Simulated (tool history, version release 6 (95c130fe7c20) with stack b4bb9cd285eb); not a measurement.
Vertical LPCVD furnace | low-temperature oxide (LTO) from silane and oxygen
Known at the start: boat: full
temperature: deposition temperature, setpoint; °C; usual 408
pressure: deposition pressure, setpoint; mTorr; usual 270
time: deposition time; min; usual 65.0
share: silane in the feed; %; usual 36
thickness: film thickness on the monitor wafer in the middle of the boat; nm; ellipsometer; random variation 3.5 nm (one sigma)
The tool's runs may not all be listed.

run,hour,temperature,pressure,time,share,wafers since the last listed run,hours since the last temperature calibration,hours since the pressure gauge was zeroed,hours since the silane flow controller was replaced,hours since the gauge calibration,"read-back reference wafer on the same gauge, thickness",thickness
1,0.0,408,270,65.0,36,0,0.5,2144.5,4173.2,807.4,705.04,724.30
2,5.6,408,270,76.0,32,53,6.1,2150.1,4178.8,813.0,702.95,722.82
# hour 45.8: silane flow controller replaced
3,46.3,408,270,76.0,32,159,46.8,2190.8,0.5,853.7,704.17,724.99
4,51.9,408,270,76.0,32,53,52.4,2196.4,6.1,859.3,704.54,723.24
5,63.8,408,270,65.0,36,113,64.3,2208.3,18.0,871.2,704.66,722.09
6,124.5,408,270,65.0,36,579,125.0,2269.0,78.7,931.9,704.13,735.53
7,138.5,408,295,65.0,36,133,139.0,2283.0,92.7,945.9,704.98,793.13
8,151.0,408,295,65.0,36,119,151.5,2295.5,105.2,958.4,704.14,791.39
9,161.2,408,295,65.0,36,97,161.7,2305.7,115.4,968.6,704.22,791.17
10,229.2,408,305,75.5,36,649,229.7,2373.7,183.4,1036.6,705.12,956.77
11,243.2,408,270,65.0,36,133,243.7,2387.7,197.4,1050.6,704.59,733.28
12,251.6,411,270,65.0,36,80,252.1,2396.1,205.8,1059.0,705.09,757.18
13,271.0,408,270,89.5,29,185,271.5,2415.5,225.2,1078.4,705.12,750.37
14,286.7,408,270,49.0,39,149,287.2,2431.2,240.9,1094.1,703.18,600.97
15,300.9,408,270,65.0,36,135,301.4,2445.4,255.1,1108.3,704.98,726.79
16,319.9,414,205,65.0,33,181,320.4,2464.4,274.1,1127.3,703.09,544.73
17,330.7,408,270,65.0,43,103,331.2,2475.2,284.9,1138.1,705.17,902.06
18,348.5,408,270,65.0,41,170,349.0,2493.0,302.7,1155.9,705.30,855.12
19,360.1,408,270,65.0,36,110,360.6,2504.6,314.3,1167.5,705.82,733.75
# hour 380.6: gauge calibrated
# hour 395.0: pressure gauge zeroed
20,428.4,408,270,56.5,36,423,428.9,33.4,382.6,47.8,706.06,611.51
21,447.2,408,320,65.0,32,179,447.7,52.2,401.4,66.6,707.32,706.73
22,460.2,408,300,65.0,39,124,460.7,65.2,414.4,79.6,704.60,854.06
23,477.1,405,270,65.0,36,161,477.6,82.1,431.3,96.5,705.56,675.79
24,495.2,408,270,54.5,36,172,495.7,100.2,449.4,114.6,704.49,583.46
25,513.4,408,270,65.0,36,173,513.9,118.4,467.6,132.8,704.77,688.15
26,525.1,408,270,51.5,36,111,525.6,130.1,479.3,144.5,705.88,551.16
27,544.3,408,270,72.5,40,183,544.8,149.3,498.5,163.7,703.78,889.60
28,558.8,417,270,65.0,36,138,559.3,163.8,513.0,178.2,707.17,766.52
29,577.2,408,270,65.0,36,175,577.7,182.2,531.4,196.6,704.26,695.15
30,596.2,408,270,83.0,36,181,596.7,201.2,550.4,215.6,704.38,894.42
31,612.9,408,270,65.0,36,159,613.4,217.9,567.1,232.3,704.46,700.34

Measured less the same run without the tool's hidden state. The same run-to-run variation is in both; the gauge's scatter may not be:
The hidden state here: true tube temperature minus thermocouple reading, K; true pressure minus gauge reading, mTorr; deviation of the silane flow from its setpoint, %; gauge reads high (%).
run,thickness
1,+27.73
2,+27.82
3,+28.93
4,+29.01
5,+29.27
6,+31.42
7,+31.50
8,+31.76
9,+32.03
10,+39.69
11,+34.56
12,+35.93
13,+36.17
14,+29.32
15,+35.87
16,+35.37
17,+45.56
18,+43.79
19,+37.91
20,+1.40
21,+1.37
22,+1.77
23,+1.58
24,+1.38
25,+1.65
26,+1.33
27,+2.19
28,+1.92
29,+1.78
30,+2.34
31,+1.88
